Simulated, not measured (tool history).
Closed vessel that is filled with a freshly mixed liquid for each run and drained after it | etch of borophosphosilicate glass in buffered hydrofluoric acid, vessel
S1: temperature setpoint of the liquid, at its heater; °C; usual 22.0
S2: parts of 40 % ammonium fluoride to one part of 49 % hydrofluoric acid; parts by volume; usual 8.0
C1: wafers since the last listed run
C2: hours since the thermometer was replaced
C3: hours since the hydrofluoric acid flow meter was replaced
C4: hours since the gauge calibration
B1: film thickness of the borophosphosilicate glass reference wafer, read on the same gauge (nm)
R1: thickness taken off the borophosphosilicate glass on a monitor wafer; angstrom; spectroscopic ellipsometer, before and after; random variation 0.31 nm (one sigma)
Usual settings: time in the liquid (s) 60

Run 1, hour 0.0: usual settings but time in the liquid (s) 85; C1 0; C2 411.4; C3 63.6; C4 1039.3; B1 106.54. Result: R1 1126.2 angstrom.
Run 2, hour 97.1: usual settings but time in the liquid (s) 85; C1 12531; C2 508.5; C3 160.7; C4 1136.4; B1 106.39. Result: R1 1125.5 angstrom.
Run 3, hour 138.2: usual settings but S2 9.0 parts by volume; C1 5304; C2 549.6; C3 201.8; C4 1177.5; B1 106.34. Result: R1 699.2 angstrom.
Run 4, hour 193.6: usual settings but S2 9.0 parts by volume; C1 7149; C2 605.0; C3 257.2; C4 1232.9; B1 106.28. Result: R1 697.8 angstrom.
Run 5, hour 288.1: usual settings but S2 9.0 parts by volume; C1 12196; C2 699.5; C3 351.7; C4 1327.4; B1 106.16. Result: R1 697.5 angstrom.
Run 6, hour 328.1: usual settings but time in the liquid (s) 35; C1 5162; C2 739.5; C3 391.7; C4 1367.4; B1 106.09. Result: R1 465.4 angstrom.
Run 7, hour 381.2: usual settings but time in the liquid (s) 35; C1 6853; C2 792.6; C3 444.8; C4 1420.5; B1 106.11. Result: R1 462.0 angstrom.
Run 8, hour 429.5: usual settings but time in the liquid (s) 75; C1 6233; C2 840.9; C3 493.1; C4 1468.8; B1 106.01. Result: R1 989.6 angstrom.
Run 9, hour 651.9: usual settings but time in the liquid (s) 75; C1 28702; C2 1063.3; C3 715.5; C4 1691.2; B1 105.91. Result: R1 991.3 angstrom.
At hour 656.7: thermometer replaced.
Run 10, hour 705.4: usual settings but time in the liquid (s) 75; C1 6775; C2 48.7; C3 769.0; C4 1744.7; B1 105.86. Result: R1 990.8 angstrom.
Run 11, hour 813.3: usual settings but time in the liquid (s) 80; C1 13925; C2 156.6; C3 876.9; C4 1852.6; B1 105.80. Result: R1 1062.1 angstrom.
At hour 870.6: gauge calibrated.
Run 12, hour 920.9: usual settings but time in the liquid (s) 80; C1 13886; C2 264.2; C3 984.5; C4 50.3; B1 109.65. Result: R1 1088.8 angstrom.
Run 13, hour 959.2: usual settings but S2 10.5 parts by volume; C1 4943; C2 302.5; C3 1022.8; C4 88.6; B1 109.35. Result: R1 643.6 angstrom.
Run 14, hour 1013.5: usual settings; C1 7007; C2 356.8; C3 1077.1; C4 142.9; B1 109.04. Result: R1 812.1 angstrom.
Run 15, hour 1056.9: usual settings but S1 23.5 °C, S2 9.5 parts by volume, time in the liquid (s) 40; C1 5601; C2 400.2; C3 1120.5; C4 186.3; B1 108.85. Result: R1 499.7 angstrom.
Run 16, hour 1149.0: usual settings; C1 11886; C2 492.3; C3 1212.6; C4 278.4; B1 108.37. Result: R1 807.7 angstrom.
Run 17, hour 1212.1: usual settings but S1 20.0 °C, S2 10.5 parts by volume, time in the liquid (s) 70; C1 8143; C2 555.4; C3 1275.7; C4 341.5; B1 108.07. Result: R1 662.9 angstrom.
Run 18, hour 1274.1: usual settings but S1 24.5 °C; C1 8001; C2 617.4; C3 1337.7; C4 403.5; B1 107.91. Result: R1 926.2 angstrom.
Run 19, hour 1329.0: usual settings but S2 6.5 parts by volume, time in the liquid (s) 90; C1 7085; C2 672.3; C3 1392.6; C4 458.4; B1 107.70. Result: R1 1493.0 angstrom.
At hour 1547.5: thermometer replaced.
Run 20, hour 1550.6: usual settings but S1 26.5 °C, S2 10.0 parts by volume, time in the liquid (s) 70; C1 28470; C2 3.1; C3 1614.2; C4 680.0; B1 106.99. Result: R1 981.6 angstrom.
Run 21, hour 1620.8: usual settings; C1 9060; C2 73.3; C3 1684.4; C4 750.2; B1 106.79. Result: R1 802.7 angstrom.
Run 22, hour 1707.7: usual settings but S1 26.0 °C, time in the liquid (s) 30; C1 11215; C2 160.2; C3 1771.3; C4 837.1; B1 106.67. Result: R1 496.4 angstrom.
Run 23, hour 1750.0: usual settings but S1 24.5 °C, S2 9.0 parts by volume, time in the liquid (s) 30; C1 5459; C2 202.5; C3 1813.6; C4 879.4; B1 106.57. Result: R1 402.2 angstrom.
At hour 1773.8: hydrofluoric acid flow meter replaced.
Run 24, hour 1855.0: usual settings but S1 17.5 °C, S2 6.5 parts by volume, time in the liquid (s) 70; C1 13422; C2 307.5; C3 81.2; C4 984.4; B1 106.40. Result: R1 900.6 angstrom.
Run 25, hour 1936.3: usual settings but S1 18.0 °C; C1 10492; C2 388.8; C3 162.5; C4 1065.7; B1 106.24. Result: R1 641.5 angstrom.
Run 26, hour 2044.0: usual settings but S1 24.0 °C, S2 10.0 parts by volume; C1 13899; C2 496.5; C3 270.2; C4 1173.4; B1 106.07. Result: R1 721.7 angstrom.
Run 27, hour 2132.6: usual settings but S2 9.5 parts by volume, time in the liquid (s) 70; C1 11434; C2 585.1; C3 358.8; C4 1262.0; B1 105.99. Result: R1 786.8 angstrom.
Run 28, hour 2203.0: usual settings; C1 9085; C2 655.5; C3 429.2; C4 1332.4; B1 105.96. Result: R1 796.5 angstrom.
Run 29, hour 2249.1: usual settings but S2 10.5 parts by volume, time in the liquid (s) 30; C1 5949; C2 701.6; C3 475.3; C4 1378.5; B1 105.89. Result: R1 310.4 angstrom.
Run 30, hour 2346.5: usual settings but S1 20.0 °C; C1 12570; C2 799.0; C3 572.7; C4 1475.9; B1 105.79. Result: R1 712.1 angstrom.
At hour 2405.0: thermometer replaced.
Run 31, hour 2426.2: usual settings but time in the liquid (s) 30; C1 10157; C2 21.2; C3 652.4; C4 1555.6; B1 105.71. Result: R1 397.1 angstrom.
Run 32, hour 2531.2: usual settings but S2 6.5 parts by volume; C1 13551; C2 126.2; C3 757.4; C4 1660.6; B1 105.65. Result: R1 980.1 angstrom.

Forecast each of these 3 alternatives for the next run:
Run A, hour 2531.9: usual settings; C1 90; C2 126.9; C3 758.1; C4 1661.3; B1 ?. Result: R1 ?.
Run B, hour 2531.9: usual settings but S1 24.5 °C, S2 6.0 parts by volume, time in the liquid (s) 30; C1 90; C2 126.9; C3 758.1; C4 1661.3; B1 ?. Result: R1 ?.
Run C, hour 2531.9: usual settings but S1 25.5 °C, S2 6.0 parts by volume, time in the liquid (s) 90; C1 90; C2 126.9; C3 758.1; C4 1661.3; B1 ?. Result: R1 ?.

run      B1      R1
  A  105.69   791.6
  B  105.69   600.8
  C  105.69  1901.2
Without the tool's hidden state the same runs would have given:
run      R1
  A   824.1
  B   625.5
  C  1979.1
